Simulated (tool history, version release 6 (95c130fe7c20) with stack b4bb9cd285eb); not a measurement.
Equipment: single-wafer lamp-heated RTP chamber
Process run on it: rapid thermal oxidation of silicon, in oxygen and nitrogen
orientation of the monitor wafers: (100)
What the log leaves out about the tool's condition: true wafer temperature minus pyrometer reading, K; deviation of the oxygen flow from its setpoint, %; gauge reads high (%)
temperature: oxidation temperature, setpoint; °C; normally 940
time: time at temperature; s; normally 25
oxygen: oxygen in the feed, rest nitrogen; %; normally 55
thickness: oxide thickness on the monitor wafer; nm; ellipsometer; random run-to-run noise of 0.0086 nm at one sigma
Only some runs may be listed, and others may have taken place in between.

run	hour	temperature	time	oxygen	wafers since the last listed run	wafers since the last pyrometer calibration	hours since the oxygen flow controller was replaced	hours since the gauge calibration	read-back reference wafer on the same gauge, thickness	thickness
1	0.0	940	21	55	0	1696	4621.4	635.0	2.590	2.623
2	56.9	940	21	55	428	2125	4678.3	691.9	2.591	2.619
3	103.7	940	21	55	352	2478	4725.1	738.7	2.590	2.622
4	168.1	940	25	55	485	2963	4789.5	803.1	2.590	2.718
5	215.2	940	25	55	354	3318	4836.6	850.2	2.591	2.725
6	243.7	940	25	55	214	3533	4865.1	878.7	2.590	2.729
# hour 423.5: gauge calibrated
7	435.0	940	25	55	1441	4974	5056.4	11.5	2.590	2.727
8	506.2	940	25	55	536	5511	5127.6	82.7	2.588	2.720
9	563.8	940	25	39	434	5945	5185.2	140.3	2.591	2.609
# hour 592.2: pyrometer window cleaned and pyrometer calibrated
10	592.7	940	25	39	157	3	5214.1	169.2	2.591	2.616
11	653.5	940	25	55	458	461	5274.9	230.0	2.590	2.722
12	693.7	940	25	55	302	764	5315.1	270.2	2.589	2.713
13	739.3	940	20	55	343	1108	5360.7	315.8	2.589	2.611
14	778.1	940	20	55	292	1400	5399.5	354.6	2.589	2.595
# hour 797.9: oxygen flow controller replaced
15	817.7	940	20	55	238	1638	19.8	394.2	2.589	2.585
16	886.1	940	22	55	515	2154	88.2	462.6	2.590	2.650
17	935.7	940	25	55	373	2528	137.8	512.2	2.589	2.716
18	972.1	963	21	39	274	2802	174.2	548.6	2.591	2.700
19	997.2	940	25	55	189	2991	199.3	573.7	2.590	2.725
20	1034.6	914	20	36	281	3273	236.7	611.1	2.590	2.340
21	1070.5	940	36	55	270	3543	272.6	647.0	2.591	2.987
22	1135.9	940	25	41	492	4036	338.0	712.4	2.590	2.617
23	1191.4	940	22	55	418	4454	393.5	767.9	2.591	2.649
24	1221.1	940	25	55	223	4678	423.2	797.6	2.592	2.720
25	1246.1	940	25	55	188	4866	448.2	822.6	2.588	2.714
26	1301.1	940	28	33	414	5281	503.2	877.6	2.588	2.598
# hour 1346.7: gauge calibrated
27	1365.5	921	32	35	485	5766	567.6	18.8	2.590	2.561
28	1393.4	930	18	84	210	5976	595.5	46.7	2.589	2.587
29	1447.8	925	21	46	409	6386	649.9	101.1	2.590	2.455
30	1513.0	912	25	34	491	6878	715.1	166.3	2.589	2.393
# hour 1554.3: pyrometer window cleaned and pyrometer calibrated
31	1644.8	940	25	55	932	682	846.9	298.1	2.589	2.730
32	1671.5	970	25	39	201	883	873.6	324.8	2.592	2.898
33	1699.9	958	33	71	213	1097	902.0	353.2	2.590	3.365

4 ways to go on from here, each from the tool as it stands after run 33. What would each give?
A	1700.3	940	25	55	3	1100	902.4	353.6	?	?
B	1700.3	962	25	68	3	1100	902.4	353.6	?	?
C	1700.3	940	31	55	3	1100	902.4	353.6	?	?
D	1700.3	952	30	25	3	1100	902.4	353.6	?	?

run	read-back reference wafer on the same gauge, thickness	thickness
A	2.591	2.714
B	2.591	3.106
C	2.591	2.859
D	2.591	2.640
Stripped of hidden state, with their random variation kept, the same runs would have yielded:
run	thickness
A	2.714
B	3.106
C	2.859
D	2.640

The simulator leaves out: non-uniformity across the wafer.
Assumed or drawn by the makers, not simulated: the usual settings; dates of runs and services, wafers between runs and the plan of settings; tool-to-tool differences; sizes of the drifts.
